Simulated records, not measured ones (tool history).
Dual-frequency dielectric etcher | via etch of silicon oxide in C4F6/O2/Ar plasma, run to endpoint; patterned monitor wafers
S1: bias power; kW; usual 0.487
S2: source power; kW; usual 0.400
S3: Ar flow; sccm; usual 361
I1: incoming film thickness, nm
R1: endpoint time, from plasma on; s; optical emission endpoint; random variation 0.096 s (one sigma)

run	hour	S1	S2	S3	I1	R1
1	0.0	0.487	0.400	339	118.7	25.0
2	30.4	0.487	0.400	339	118.5	25.0
3	53.4	0.487	0.400	361	119.3	25.2
4	79.2	0.487	0.400	361	118.5	25.3
5	102.3	0.487	0.400	361	117.9	25.0
6	134.6	0.487	0.400	361	118.9	25.3
7	153.3	0.487	0.400	361	119.1	25.3
8	186.5	0.487	0.400	361	118.9	25.3
# hour 218.9: upper electrode replaced
9	219.4	0.487	0.400	361	117.9	24.9
# hour 240.6: Ar flow controller replaced
# hour 241.4: bias power generator calibrated
10	241.9	0.487	0.400	361	118.8	25.3
# hour 273.3: wet clean of the chamber
11	273.8	0.487	0.400	361	118.0	25.1
12	360.6	0.487	0.400	421	118.0	25.3
13	375.7	0.525	0.400	361	118.9	24.7
14	403.1	0.603	0.360	322	118.8	23.7
15	417.9	0.529	0.400	361	117.6	24.2
16	434.2	0.393	0.450	314	118.3	25.9
17	452.9	0.407	0.400	361	117.2	26.6
18	470.6	0.487	0.400	361	117.2	24.9

Forecast run 19:
# hour 488.6: source power generator calibrated
19	495.4	0.487	0.400	431	118.7	?

{"run 19": {"R1": 25.6}}
Without the tool's hidden state the same run would have given R1 25.6 s.
